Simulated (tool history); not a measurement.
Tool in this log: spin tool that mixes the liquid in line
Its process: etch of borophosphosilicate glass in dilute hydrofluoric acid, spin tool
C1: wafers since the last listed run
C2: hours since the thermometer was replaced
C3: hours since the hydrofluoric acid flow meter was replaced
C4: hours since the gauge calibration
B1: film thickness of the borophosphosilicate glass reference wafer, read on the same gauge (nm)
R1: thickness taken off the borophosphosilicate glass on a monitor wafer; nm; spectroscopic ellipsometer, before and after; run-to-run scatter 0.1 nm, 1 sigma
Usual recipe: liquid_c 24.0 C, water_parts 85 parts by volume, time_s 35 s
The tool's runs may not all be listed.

Run 1, hour 0.0: usual settings; C1 0; C2 1095.0; C3 1037.0; C4 554.0; B1 109.99. Result: R1 13.19 nm.
Run 2, hour 62.1: usual settings; C1 667; C2 1157.1; C3 1099.1; C4 616.1; B1 110.00. Result: R1 13.27 nm.
Run 3, hour 170.2: usual settings; C1 1162; C2 1265.2; C3 1207.2; C4 724.2; B1 110.00. Result: R1 13.21 nm.
Run 4, hour 233.3: usual settings; C1 678; C2 1328.3; C3 1270.3; C4 787.3; B1 109.99. Result: R1 13.12 nm.
Run 5, hour 316.7: usual settings; C1 896; C2 1411.7; C3 1353.7; C4 870.7; B1 109.98. Result: R1 13.13 nm.
At hour 355.4: hydrofluoric acid flow meter replaced.
Run 6, hour 416.9: usual settings; C1 1066; C2 1511.9; C3 61.5; C4 970.9; B1 110.02. Result: R1 13.08 nm.
Run 7, hour 501.0: usual settings; C1 904; C2 1596.0; C3 145.6; C4 1055.0; B1 109.99. Result: R1 12.94 nm.
Run 8, hour 639.7: usual settings; C1 1491; C2 1734.7; C3 284.3; C4 1193.7; B1 110.00. Result: R1 12.70 nm.
Run 9, hour 891.4: usual settings; C1 2706; C2 1986.4; C3 536.0; C4 1445.4; B1 110.01. Result: R1 12.84 nm.
Run 10, hour 991.6: usual settings; C1 1077; C2 2086.6; C3 636.2; C4 1545.6; B1 110.00. Result: R1 12.71 nm.
Run 11, hour 1051.8: usual settings; C1 647; C2 2146.8; C3 696.4; C4 1605.8; B1 110.00. Result: R1 12.71 nm.
At hour 1088.1: gauge calibrated.
Run 12, hour 1152.3: usual settings; C1 1080; C2 2247.3; C3 796.9; C4 64.2; B1 109.99. Result: R1 12.75 nm.
At hour 1183.7: thermometer replaced.
Run 13, hour 1217.1: usual settings; C1 686; C2 33.4; C3 861.7; C4 129.0; B1 110.01. Result: R1 14.06 nm.
Run 14, hour 1269.1: usual settings but water_parts 55 parts by volume; C1 559; C2 85.4; C3 913.7; C4 181.0; B1 109.95. Result: R1 22.59 nm.
Run 15, hour 1541.2: usual settings; C1 2926; C2 357.5; C3 1185.8; C4 453.1; B1 109.95. Result: R1 13.85 nm.
Run 16, hour 1603.4: usual settings but water_parts 95 parts by volume; C1 668; C2 419.7; C3 1248.0; C4 515.3; B1 110.00. Result: R1 12.32 nm.
At hour 1746.8: hydrofluoric acid flow meter replaced.
Run 17, hour 1837.5: usual settings but time_s 45 s; C1 2506; C2 653.8; C3 90.7; C4 749.4; B1 110.04. Result: R1 17.50 nm.
Run 18, hour 1895.6: usual settings but liquid_c 20.5 C, time_s 55 s; C1 624; C2 711.9; C3 148.8; C4 807.5; B1 109.99. Result: R1 18.65 nm.
Run 19, hour 1993.6: usual settings but liquid_c 27.5 C, time_s 40 s; C1 1053; C2 809.9; C3 246.8; C4 905.5; B1 110.06. Result: R1 17.90 nm.
Run 20, hour 2081.6: usual settings but water_parts 105 parts by volume, time_s 30 s; C1 946; C2 897.9; C3 334.8; C4 993.5; B1 110.02. Result: R1 9.10 nm.
Run 21, hour 2149.0: usual settings but water_parts 110 parts by volume, time_s 55 s; C1 724; C2 965.3; C3 402.2; C4 1060.9; B1 110.01. Result: R1 15.92 nm.
Run 22, hour 2208.8: usual settings but liquid_c 20.0 C, water_parts 100 parts by volume, time_s 40 s; C1 643; C2 1025.1; C3 462.0; C4 1120.7; B1 110.02. Result: R1 10.86 nm.
Run 23, hour 2283.6: usual settings but water_parts 110 parts by volume, time_s 20 s; C1 804; C2 1099.9; C3 536.8; C4 1195.5; B1 110.01. Result: R1 5.74 nm.
Run 24, hour 2381.7: usual settings; C1 1054; C2 1198.0; C3 634.9; C4 1293.6; B1 110.03. Result: R1 13.21 nm.
At hour 2419.8: gauge calibrated.
Run 25, hour 2443.0: usual settings but liquid_c 27.0 C, water_parts 120 parts by volume, time_s 25 s; C1 659; C2 1259.3; C3 696.2; C4 23.2; B1 109.99. Result: R1 7.22 nm.
Run 26, hour 2488.0: usual settings; C1 483; C2 1304.3; C3 741.2; C4 68.2; B1 110.00. Result: R1 13.42 nm.
Run 27, hour 2568.2: usual settings but liquid_c 19.0 C, water_parts 60 parts by volume, time_s 30 s; C1 862; C2 1384.5; C3 821.4; C4 148.4; B1 110.01. Result: R1 13.40 nm.
Run 28, hour 2735.3: usual settings but liquid_c 29.0 C, time_s 15 s; C1 1797; C2 1551.6; C3 988.5; C4 315.5; B1 109.96. Result: R1 6.86 nm.

5 options for the next run, each taken on its own from the tool as it stands now. Forecast them:
Run A, hour 2735.7: usual settings; C1 4; C2 1552.0; C3 988.9; C4 315.9; B1 ?. Result: R1 ?.
Run B, hour 2735.7: usual settings but liquid_c 22.5 C, water_parts 55 parts by volume, time_s 20 s; C1 4; C2 1552.0; C3 988.9; C4 315.9; B1 ?. Result: R1 ?.
Run C, hour 2735.7: usual settings but liquid_c 29.0 C, water_parts 100 parts by volume, time_s 40 s; C1 4; C2 1552.0; C3 988.9; C4 315.9; B1 ?. Result: R1 ?.
Run D, hour 2735.7: usual settings but water_parts 75 parts by volume, time_s 50 s; C1 4; C2 1552.0; C3 988.9; C4 315.9; B1 ?. Result: R1 ?.
Run E, hour 2735.7: usual settings but liquid_c 20.5 C, water_parts 110 parts by volume; C1 4; C2 1552.0; C3 988.9; C4 315.9; B1 ?. Result: R1 ?.

run      B1     R1
  A  110.01  13.09
  B  110.01  11.27
  C  110.01  15.20
  D  110.01  21.45
  E  110.01   8.52
What these runs would have given with no unlogged condition in the tool:
run     R1
  A  13.97
  B  12.05
  C  16.16
  D  22.90
  E   9.10
